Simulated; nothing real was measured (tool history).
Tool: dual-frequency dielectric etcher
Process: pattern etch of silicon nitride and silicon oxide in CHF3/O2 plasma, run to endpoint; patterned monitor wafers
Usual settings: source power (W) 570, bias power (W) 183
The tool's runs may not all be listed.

run	hour	source power (W)	bias power (W)	incoming incoming film thickness, nm	endpoint time (s)
1	0	600	183	238.6	184.3
2	10.2	570	183	237.9	187.2
3	30.4	570	183	240.5	191.3
4	49.3	570	183	237.9	187.1
5	145.4	570	211	238.8	175.6
6	172.7	570	211	239.9	173
7	208.7	570	211	237.6	174.5
8	234.6	570	183	240.3	187.2
9	267.8	570	183	237.2	180.6
# hour 317.7: source power generator calibrated
10	352.8	650	183	239.8	175.4
11	386.8	570	183	239.5	183.2
12	420.1	570	183	240.4	181.9
13	434.3	570	183	239.5	180.1
14	454.4	630	227	236.5	159.6
15	488.7	500	151	239.2	204
# hour 531.9: upper electrode replaced
# hour 540.5: wet clean of the chamber
16	541	570	159	240.1	202.3
17	541.3	570	196	238.5	184.4
18	554.7	570	183	236.8	187.5
# hour 563.3: bias power generator calibrated
19	583.7	530	166	236.9	199.7
20	616.9	440	183	239	201.4
21	651.1	630	207	237.3	171.3
22	677.3	570	183	235.6	184.9
23	706.9	610	170	236.1	187
24	719.2	500	203	239.4	184
25	750.7	570	204	238.1	176.9
26	781.2	530	204	237.8	177.5
27	807.8	570	158	238.5	196.2
28	897.4	570	183	240.9	184.8
29	922	710	166	237.7	176.8
30	947.6	620	161	237.6	189.1

Run 31 comes next. What will it give?
31	980.9	570	183	236.6	?

endpoint time (s): 181
Without the tool's hidden state the same run would have given endpoint time (s) 189.1.

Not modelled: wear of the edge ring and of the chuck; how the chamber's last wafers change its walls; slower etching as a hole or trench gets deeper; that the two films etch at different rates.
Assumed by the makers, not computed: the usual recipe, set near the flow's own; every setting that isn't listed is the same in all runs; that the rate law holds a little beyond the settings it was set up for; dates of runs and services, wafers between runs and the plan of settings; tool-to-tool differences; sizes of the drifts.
